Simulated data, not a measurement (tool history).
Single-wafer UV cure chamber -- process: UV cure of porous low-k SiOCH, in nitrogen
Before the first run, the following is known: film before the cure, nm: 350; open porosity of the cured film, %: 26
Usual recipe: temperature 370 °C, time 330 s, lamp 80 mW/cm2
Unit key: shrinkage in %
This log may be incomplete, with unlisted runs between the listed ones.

| run | hour | temperature | time | lamp | wafers since the last listed run | hours since the UV bulbs were replaced | wafers since the quartz window was cleaned | shrinkage |
|---|---|---|---|---|---|---|---|---|
| 1 | 0 | 370 | 330 | 80 | 0 | 1291.4 | 2637 | 13.413 |
| 2 | 10.3 | 370 | 285 | 111 | 38 | 1301.7 | 2676 | 14.447 |
| 3 | 26.6 | 370 | 285 | 111 | 61 | 1318 | 2737 | 14.287 |
| 4 | 35.1 | 370 | 330 | 80 | 31 | 1326.5 | 2769 | 13.498 |
| 5 | 42.4 | 370 | 330 | 80 | 27 | 1333.8 | 2796 | 13.418 |
| 6 | 58.6 | 370 | 330 | 80 | 60 | 1350 | 2857 | 13.479 |
| 7 | 71 | 370 | 330 | 80 | 46 | 1362.4 | 2903 | 13.527 |
| 8 | 79.4 | 370 | 330 | 80 | 31 | 1370.8 | 2935 | 13.501 |
| 9 | 87.9 | 370 | 330 | 80 | 31 | 1379.3 | 2967 | 13.255 |
| 10 | 100.3 | 370 | 430 | 80 | 46 | 1391.7 | 3013 | 14.803 |
| 11 | 116.9 | 386 | 135 | 40 | 62 | 1408.3 | 3075 | 6.262 |
| 12 | 125.8 | 370 | 330 | 80 | 33 | 1417.2 | 3109 | 13.556 |
|  | 140.1 | UV bulbs replaced |
| 13 | 140.6 | 370 | 415 | 80 | 25 | 0.5 | 3134 | 14.36 |
| 14 | 153.1 | 370 | 330 | 91 | 46 | 13 | 3181 | 14.047 |
|  | 171 | quartz window cleaned |
| 15 | 171.5 | 370 | 330 | 111 | 38 | 31.4 | 1 | 15.033 |
| 16 | 188.4 | 386 | 135 | 40 | 63 | 48.3 | 65 | 6.352 |
| 17 | 197.3 | 382 | 205 | 64 | 33 | 57.2 | 98 | 10.232 |
| 18 | 203.8 | 370 | 330 | 53 | 24 | 63.7 | 122 | 11.492 |
| 19 | 220.9 | 370 | 150 | 61 | 64 | 80.8 | 187 | 8.331 |
| 20 | 232.2 | 376 | 485 | 106 | 42 | 92.1 | 229 | 17.076 |
| 21 | 238.3 | 370 | 190 | 80 | 22 | 98.2 | 252 | 10.789 |

Predict each of these 3 candidate next runs independently; none follows another, all start after run 21:
| A | 238.8 | 370 | 330 | 80 | 1 | 98.7 | 254 | ? |
| B | 238.8 | 380 | 405 | 80 | 1 | 98.7 | 254 | ? |
| C | 238.8 | 370 | 330 | 65 | 1 | 98.7 | 254 | ? |

| run | shrinkage |
|---|---|
| A | 13.267 |
| B | 14.51 |
| C | 12.242 |
Without the tool's unlogged condition, the same runs would have read:
| run | shrinkage |
|---|---|
| A | 13.267 |
| B | 14.51 |
| C | 12.242 |

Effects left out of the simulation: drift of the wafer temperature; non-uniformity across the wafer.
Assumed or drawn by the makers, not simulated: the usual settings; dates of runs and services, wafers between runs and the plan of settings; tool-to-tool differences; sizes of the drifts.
